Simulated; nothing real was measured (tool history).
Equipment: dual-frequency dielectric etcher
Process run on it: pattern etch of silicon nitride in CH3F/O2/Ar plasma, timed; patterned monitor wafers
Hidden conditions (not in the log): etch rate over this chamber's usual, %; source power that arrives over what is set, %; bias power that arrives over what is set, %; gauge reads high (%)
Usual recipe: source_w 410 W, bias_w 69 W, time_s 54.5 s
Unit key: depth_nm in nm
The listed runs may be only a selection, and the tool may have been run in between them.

| run | hour | source_w | bias_w | time_s | wafers since the last listed run | hours since the last wet clean | hours since the last source power generator calibration | hours since the last bias power generator calibration | hours since the last upper electrode change | hours since the gauge calibration | read-back reference wafer on the same gauge, depth_nm | depth_nm |
|---|---|---|---|---|---|---|---|---|---|---|---|---|
| 1 | 0.0 | 410 | 69 | 54.5 | 0 | 384.9 | 3090.9 | 3039.1 | 5181.2 | 807.1 | 43.41 | 36.72 |
| 2 | 52.7 | 410 | 69 | 54.5 | 733 | 437.6 | 3143.6 | 3091.8 | 5233.9 | 859.8 | 43.45 | 36.67 |
|  | 86.7 | wet clean of the chamber |
| 3 | 103.9 | 410 | 69 | 54.5 | 378 | 17.2 | 3194.8 | 3143.0 | 5285.1 | 911.0 | 43.43 | 35.26 |
| 4 | 135.9 | 410 | 69 | 54.5 | 445 | 49.2 | 3226.8 | 3175.0 | 5317.1 | 943.0 | 43.41 | 35.54 |
| 5 | 203.2 | 410 | 69 | 54.5 | 936 | 116.5 | 3294.1 | 3242.3 | 5384.4 | 1010.3 | 43.28 | 35.92 |
| 6 | 269.6 | 410 | 69 | 54.5 | 923 | 182.9 | 3360.5 | 3308.7 | 5450.8 | 1076.7 | 43.43 | 35.13 |
| 7 | 318.5 | 470 | 69 | 54.5 | 680 | 231.8 | 3409.4 | 3357.6 | 5499.7 | 1125.6 | 43.50 | 37.82 |
|  | 347.3 | upper electrode replaced |
|  | 353.3 | bias power generator calibrated |
|  | 402.1 | wet clean of the chamber, repeated, since the last time left the tool worse |
| 8 | 402.6 | 470 | 69 | 54.5 | 446 | 0.5 | 3493.5 | 49.3 | 55.3 | 1209.7 | 43.33 | 39.88 |
| 9 | 434.6 | 410 | 69 | 54.5 | 445 | 32.5 | 3525.5 | 81.3 | 87.3 | 1241.7 | 43.43 | 37.44 |
| 10 | 495.0 | 410 | 69 | 54.5 | 840 | 92.9 | 3585.9 | 141.7 | 147.7 | 1302.1 | 43.39 | 37.26 |
| 11 | 564.9 | 410 | 69 | 54.5 | 972 | 162.8 | 3655.8 | 211.6 | 217.6 | 1372.0 | 43.38 | 37.13 |
| 12 | 607.8 | 380 | 62 | 54.5 | 596 | 205.7 | 3698.7 | 254.5 | 260.5 | 1414.9 | 43.44 | 35.03 |
|  | 638.0 | gauge calibrated |
| 13 | 642.3 | 410 | 69 | 54.5 | 480 | 240.2 | 3733.2 | 289.0 | 295.0 | 4.3 | 43.37 | 37.09 |
|  | 664.1 | source power generator calibrated |
| 14 | 702.5 | 410 | 75 | 66.0 | 781 | 300.4 | 38.4 | 349.2 | 355.2 | 64.5 | 43.39 | 44.91 |
| 15 | 745.3 | 410 | 69 | 54.5 | 595 | 343.2 | 81.2 | 392.0 | 398.0 | 107.3 | 43.34 | 36.83 |
| 16 | 777.3 | 410 | 69 | 54.5 | 445 | 375.2 | 113.2 | 424.0 | 430.0 | 139.3 | 43.41 | 36.73 |
|  | 856.7 | wet clean of the chamber |
| 17 | 857.2 | 350 | 53 | 63.5 | 777 | 0.5 | 193.1 | 503.9 | 509.9 | 219.2 | 43.30 | 38.70 |
| 18 | 885.4 | 410 | 54 | 54.5 | 392 | 28.7 | 221.3 | 532.1 | 538.1 | 247.4 | 43.44 | 36.13 |
| 19 | 934.2 | 410 | 69 | 54.5 | 678 | 77.5 | 270.1 | 580.9 | 586.9 | 296.2 | 43.46 | 37.07 |
| 20 | 1057.9 | 320 | 69 | 67.0 | 1721 | 201.2 | 393.8 | 704.6 | 710.6 | 419.9 | 43.41 | 40.27 |
| 21 | 1092.9 | 480 | 82 | 45.5 | 486 | 236.2 | 428.8 | 739.6 | 745.6 | 454.9 | 43.44 | 34.64 |
| 22 | 1157.0 | 340 | 61 | 41.5 | 891 | 300.3 | 492.9 | 803.7 | 809.7 | 519.0 | 43.35 | 25.09 |
| 23 | 1208.1 | 410 | 69 | 54.5 | 710 | 351.4 | 544.0 | 854.8 | 860.8 | 570.1 | 43.37 | 36.62 |
|  | 1278.1 | wet clean of the chamber |
| 24 | 1278.6 | 490 | 59 | 65.0 | 646 | 0.5 | 614.5 | 925.3 | 931.3 | 640.6 | 43.46 | 47.80 |
| 25 | 1312.7 | 410 | 77 | 60.5 | 474 | 34.6 | 648.6 | 959.4 | 965.4 | 674.7 | 43.30 | 42.52 |
| 26 | 1377.3 | 320 | 69 | 38.5 | 898 | 99.2 | 713.2 | 1024.0 | 1030.0 | 739.3 | 43.40 | 23.52 |
| 27 | 1409.3 | 500 | 55 | 59.5 | 445 | 131.2 | 745.2 | 1056.0 | 1062.0 | 771.3 | 43.29 | 43.03 |
| 28 | 1469.7 | 470 | 69 | 42.0 | 840 | 191.6 | 805.6 | 1116.4 | 1122.4 | 831.7 | 43.37 | 30.57 |
| 29 | 1521.5 | 410 | 69 | 54.5 | 720 | 243.4 | 857.4 | 1168.2 | 1174.2 | 883.5 | 43.35 | 37.26 |

A few steps of depth_nm between consecutive runs. Split each: what settings, incoming material and random variation would produce without the hidden state, and what is left over for the hidden state, along with gauge scatter present in only one of the two compared results (measured, and without hidden state):
Run 2 -> 3: wet clean of the chamber. depth_nm -1.41 nm: hidden state -1.02, all else -0.39.
Run 7 -> 8: upper electrode replaced, bias power generator calibrated, wet clean of the chamber, repeated, since the last time left the tool worse. depth_nm +2.06 nm: hidden state +2.37, all else -0.31.
Run 25 -> 26: source_w 410 -> 320, bias_w 77 -> 69, time_s 60.5 -> 38.5. depth_nm -19.00 nm: hidden state -0.07, all else -18.93.
Run 26 -> 27: source_w 320 -> 500, bias_w 69 -> 55, time_s 38.5 -> 59.5. depth_nm +19.51 nm: hidden state -0.17, all else +19.68.

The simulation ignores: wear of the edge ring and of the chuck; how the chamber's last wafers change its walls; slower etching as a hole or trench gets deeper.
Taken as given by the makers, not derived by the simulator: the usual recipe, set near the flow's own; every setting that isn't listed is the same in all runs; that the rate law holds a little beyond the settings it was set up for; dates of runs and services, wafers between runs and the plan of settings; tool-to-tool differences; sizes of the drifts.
